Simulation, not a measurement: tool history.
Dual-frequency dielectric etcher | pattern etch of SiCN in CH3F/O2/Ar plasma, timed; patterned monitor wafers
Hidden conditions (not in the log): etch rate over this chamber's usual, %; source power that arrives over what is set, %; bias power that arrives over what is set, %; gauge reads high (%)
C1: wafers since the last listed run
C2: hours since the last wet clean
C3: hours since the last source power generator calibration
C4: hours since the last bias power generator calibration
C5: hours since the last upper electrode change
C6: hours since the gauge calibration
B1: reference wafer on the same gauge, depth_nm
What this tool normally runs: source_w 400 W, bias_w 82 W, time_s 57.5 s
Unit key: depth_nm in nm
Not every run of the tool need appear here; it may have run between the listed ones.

{"run": 1, "hour": 0.0, "source_w": 400, "bias_w": 82, "time_s": 57.5, "C1": 0, "C2": 168.8, "C3": 1339.4, "C4": 2776.3, "C5": 2894.4, "C6": 1404.1, "B1": 23.1, "depth_nm": 24.55}
{"run": 2, "hour": 58.8, "source_w": 400, "bias_w": 82, "time_s": 57.5, "C1": 760, "C2": 227.6, "C3": 1398.2, "C4": 2835.1, "C5": 2953.2, "C6": 1462.9, "B1": 23.11, "depth_nm": 24.35}
{"run": 3, "hour": 110.4, "source_w": 400, "bias_w": 82, "time_s": 57.5, "C1": 667, "C2": 279.2, "C3": 1449.8, "C4": 2886.7, "C5": 3004.8, "C6": 1514.5, "B1": 23.1, "depth_nm": 24.29}
{"run": 4, "hour": 166.3, "source_w": 400, "bias_w": 82, "time_s": 57.5, "C1": 723, "C2": 335.1, "C3": 1505.7, "C4": 2942.6, "C5": 3060.7, "C6": 1570.4, "B1": 23.12, "depth_nm": 24.21}
{"run": 5, "hour": 202.8, "source_w": 400, "bias_w": 82, "time_s": 57.5, "C1": 472, "C2": 371.6, "C3": 1542.2, "C4": 2979.1, "C5": 3097.2, "C6": 1606.9, "B1": 23.1, "depth_nm": 24.2}
{"run": 6, "hour": 252.1, "source_w": 400, "bias_w": 82, "time_s": 57.5, "C1": 637, "C2": 420.9, "C3": 1591.5, "C4": 3028.4, "C5": 3146.5, "C6": 1656.2, "B1": 23.09, "depth_nm": 24.08}
{"hour": 308.3, "done": "wet clean of the chamber"}
{"run": 7, "hour": 314.5, "source_w": 400, "bias_w": 82, "time_s": 66.5, "C1": 496, "C2": 6.2, "C3": 1653.9, "C4": 3090.8, "C5": 3208.9, "C6": 1718.6, "B1": 23.12, "depth_nm": 28.7}
{"hour": 374.6, "done": "source power generator calibrated"}
{"run": 8, "hour": 379.6, "source_w": 400, "bias_w": 82, "time_s": 57.5, "C1": 790, "C2": 71.3, "C3": 5, "C4": 3155.9, "C5": 3274, "C6": 1783.7, "B1": 23.11, "depth_nm": 24.73}
{"run": 9, "hour": 449.6, "source_w": 430, "bias_w": 82, "time_s": 41.5, "C1": 905, "C2": 141.3, "C3": 75, "C4": 3225.9, "C5": 3344, "C6": 1853.7, "B1": 23.09, "depth_nm": 18.33}
{"run": 10, "hour": 490.0, "source_w": 400, "bias_w": 82, "time_s": 57.5, "C1": 522, "C2": 181.7, "C3": 115.4, "C4": 3266.3, "C5": 3384.4, "C6": 1894.1, "B1": 23.09, "depth_nm": 24.43}
{"run": 11, "hour": 554.5, "source_w": 460, "bias_w": 72, "time_s": 50.5, "C1": 834, "C2": 246.2, "C3": 179.9, "C4": 3330.8, "C5": 3448.9, "C6": 1958.6, "B1": 23.1, "depth_nm": 21.82}
{"run": 12, "hour": 585.0, "source_w": 400, "bias_w": 82, "time_s": 50.5, "C1": 394, "C2": 276.7, "C3": 210.4, "C4": 3361.3, "C5": 3479.4, "C6": 1989.1, "B1": 23.1, "depth_nm": 21.36}
{"hour": 623.2, "done": "bias power generator calibrated"}
{"run": 13, "hour": 642.8, "source_w": 330, "bias_w": 82, "time_s": 73, "C1": 696, "C2": 334.5, "C3": 268.2, "C4": 19.6, "C5": 3537.2, "C6": 2046.9, "B1": 23.11, "depth_nm": 28.56}
{"hour": 669.1, "done": "gauge calibrated"}
{"hour": 736.2, "done": "wet clean of the chamber"}
{"run": 14, "hour": 736.7, "source_w": 370, "bias_w": 70, "time_s": 69.5, "C1": 904, "C2": 0.5, "C3": 362.1, "C4": 113.5, "C5": 3631.1, "C6": 67.6, "B1": 23.1, "depth_nm": 27.69}
{"run": 15, "hour": 763.1, "source_w": 400, "bias_w": 82, "time_s": 57.5, "C1": 341, "C2": 26.9, "C3": 388.5, "C4": 139.9, "C5": 3657.5, "C6": 94, "B1": 23.09, "depth_nm": 24.49}
{"run": 16, "hour": 792.2, "source_w": 470, "bias_w": 92, "time_s": 41.5, "C1": 376, "C2": 56, "C3": 417.6, "C4": 169, "C5": 3686.6, "C6": 123.1, "B1": 23.1, "depth_nm": 19.56}
{"run": 17, "hour": 849.3, "source_w": 370, "bias_w": 100, "time_s": 41, "C1": 738, "C2": 113.1, "C3": 474.7, "C4": 226.1, "C5": 3743.7, "C6": 180.2, "B1": 23.12, "depth_nm": 18.03}
{"hour": 906.1, "done": "upper electrode replaced"}
{"run": 18, "hour": 906.6, "source_w": 400, "bias_w": 77, "time_s": 57.5, "C1": 430, "C2": 170.4, "C3": 532, "C4": 283.4, "C5": 0.5, "C6": 237.5, "B1": 23.09, "depth_nm": 23.98}
{"run": 19, "hour": 931.9, "source_w": 400, "bias_w": 65, "time_s": 52.5, "C1": 327, "C2": 195.7, "C3": 557.3, "C4": 308.7, "C5": 25.8, "C6": 262.8, "B1": 23.09, "depth_nm": 20.89}
{"run": 20, "hour": 956.4, "source_w": 320, "bias_w": 82, "time_s": 51, "C1": 316, "C2": 220.2, "C3": 581.8, "C4": 333.2, "C5": 50.3, "C6": 287.3, "B1": 23.11, "depth_nm": 19.76}
{"run": 21, "hour": 1029.3, "source_w": 400, "bias_w": 102, "time_s": 57.5, "C1": 943, "C2": 293.1, "C3": 654.7, "C4": 406.1, "C5": 123.2, "C6": 360.2, "B1": 23.09, "depth_nm": 25.94}
{"run": 22, "hour": 1091.3, "source_w": 470, "bias_w": 92, "time_s": 41.5, "C1": 802, "C2": 355.1, "C3": 716.7, "C4": 468.1, "C5": 185.2, "C6": 422.2, "B1": 23.09, "depth_nm": 19.19}
{"run": 23, "hour": 1141.4, "source_w": 400, "bias_w": 77, "time_s": 57.5, "C1": 648, "C2": 405.2, "C3": 766.8, "C4": 518.2, "C5": 235.3, "C6": 472.3, "B1": 23.12, "depth_nm": 23.62}
{"run": 24, "hour": 1180.5, "source_w": 400, "bias_w": 82, "time_s": 57.5, "C1": 505, "C2": 444.3, "C3": 805.9, "C4": 557.3, "C5": 274.4, "C6": 511.4, "B1": 23.1, "depth_nm": 24.06}
{"hour": 1246.0, "done": "wet clean of the chamber"}
{"run": 25, "hour": 1246.5, "source_w": 400, "bias_w": 82, "time_s": 42, "C1": 543, "C2": 0.5, "C3": 871.9, "C4": 623.3, "C5": 340.4, "C6": 577.4, "B1": 23.11, "depth_nm": 18.03}
{"run": 26, "hour": 1312.6, "source_w": 400, "bias_w": 82, "time_s": 48, "C1": 855, "C2": 66.6, "C3": 938, "C4": 689.4, "C5": 406.5, "C6": 643.5, "B1": 23.1, "depth_nm": 20.63}
{"run": 27, "hour": 1354.9, "source_w": 350, "bias_w": 72, "time_s": 53, "C1": 547, "C2": 108.9, "C3": 980.3, "C4": 731.7, "C5": 448.8, "C6": 685.8, "B1": 23.11, "depth_nm": 20.75}
{"run": 28, "hour": 1425.1, "source_w": 400, "bias_w": 82, "time_s": 57.5, "C1": 908, "C2": 179.1, "C3": 1050.5, "C4": 801.9, "C5": 519, "C6": 756, "B1": 23.12, "depth_nm": 24.57}
{"run": 29, "hour": 1467.5, "source_w": 320, "bias_w": 64, "time_s": 50, "C1": 548, "C2": 221.5, "C3": 1092.9, "C4": 844.3, "C5": 561.4, "C6": 798.4, "B1": 23.11, "depth_nm": 18.26}

Same runs, no hidden state in the tool, same run-to-run variation:
run=1 depth_nm=24.92
run=2 depth_nm=24.81
run=3 depth_nm=24.83
run=4 depth_nm=24.84
run=5 depth_nm=24.89
run=6 depth_nm=24.85
run=7 depth_nm=28.7
run=8 depth_nm=24.83
run=9 depth_nm=18.49
run=10 depth_nm=24.7
run=11 depth_nm=22.15
run=12 depth_nm=21.73
run=13 depth_nm=29.16
run=14 depth_nm=27.82
run=15 depth_nm=24.64
run=16 depth_nm=19.72
run=17 depth_nm=18.25
run=18 depth_nm=24.36
run=19 depth_nm=21.25
run=20 depth_nm=20.14
run=21 depth_nm=26.55
run=22 depth_nm=19.73
run=23 depth_nm=24.36
run=24 depth_nm=24.87
run=25 depth_nm=18.07
run=26 depth_nm=20.76
run=27 depth_nm=20.94
run=28 depth_nm=24.9
run=29 depth_nm=18.55
